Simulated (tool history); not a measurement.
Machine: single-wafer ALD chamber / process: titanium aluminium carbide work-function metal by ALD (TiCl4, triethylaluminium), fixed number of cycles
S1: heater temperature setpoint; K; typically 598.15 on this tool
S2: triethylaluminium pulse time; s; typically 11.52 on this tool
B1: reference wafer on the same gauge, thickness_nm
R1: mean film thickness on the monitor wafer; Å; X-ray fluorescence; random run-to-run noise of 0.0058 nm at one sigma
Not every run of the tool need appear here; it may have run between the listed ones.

{"run": 1, "hour": 0.0, "S1": 598.15, "S2": 11.52, "B1": 2.35, "R1": 22.63}
{"run": 2, "hour": 27.7, "S1": 598.15, "S2": 11.52, "B1": 2.35, "R1": 22.5}
{"run": 3, "hour": 42.1, "S1": 598.15, "S2": 11.52, "B1": 2.351, "R1": 22.44}
{"run": 4, "hour": 67.0, "S1": 598.15, "S2": 12.62, "B1": 2.35, "R1": 22.83}
{"hour": 80.8, "done": "gauge calibrated"}
{"run": 5, "hour": 99.8, "S1": 592.15, "S2": 11.52, "B1": 2.35, "R1": 21.65}
{"run": 6, "hour": 125.7, "S1": 592.15, "S2": 11.52, "B1": 2.349, "R1": 21.44}
{"run": 7, "hour": 148.7, "S1": 592.15, "S2": 11.52, "B1": 2.35, "R1": 21.39}
{"run": 8, "hour": 161.5, "S1": 603.15, "S2": 11.52, "B1": 2.349, "R1": 22.35}
{"run": 9, "hour": 197.1, "S1": 603.15, "S2": 11.52, "B1": 2.35, "R1": 22.24}
{"hour": 219.8, "done": "triethylaluminium bottle replaced"}
{"run": 10, "hour": 232.3, "S1": 598.15, "S2": 11.52, "B1": 2.35, "R1": 23.99}
{"run": 11, "hour": 261.9, "S1": 598.15, "S2": 11.52, "B1": 2.35, "R1": 23.97}
{"hour": 301.9, "done": "thermocouple changed; heater temperature recalibrated"}
{"hour": 306.6, "done": "showerhead replaced"}
{"run": 12, "hour": 307.1, "S1": 598.15, "S2": 11.52, "B1": 2.35, "R1": 23.34}
{"run": 13, "hour": 325.4, "S1": 598.15, "S2": 11.52, "B1": 2.35, "R1": 23.31}
{"run": 14, "hour": 352.8, "S1": 584.15, "S2": 15.9, "B1": 2.351, "R1": 22.31}

Run 15, settings as shown, results not yet in. Your forecast:
{"run": 15, "hour": 386.1, "S1": 606.15, "S2": 15.25, "B1": "?", "R1": "?"}

{"run 15": {"B1": 2.35, "R1": 24.7}}
Were there no unlogged condition in the tool, this run, its random variation unchanged, would have produced R1 24.65 Å.
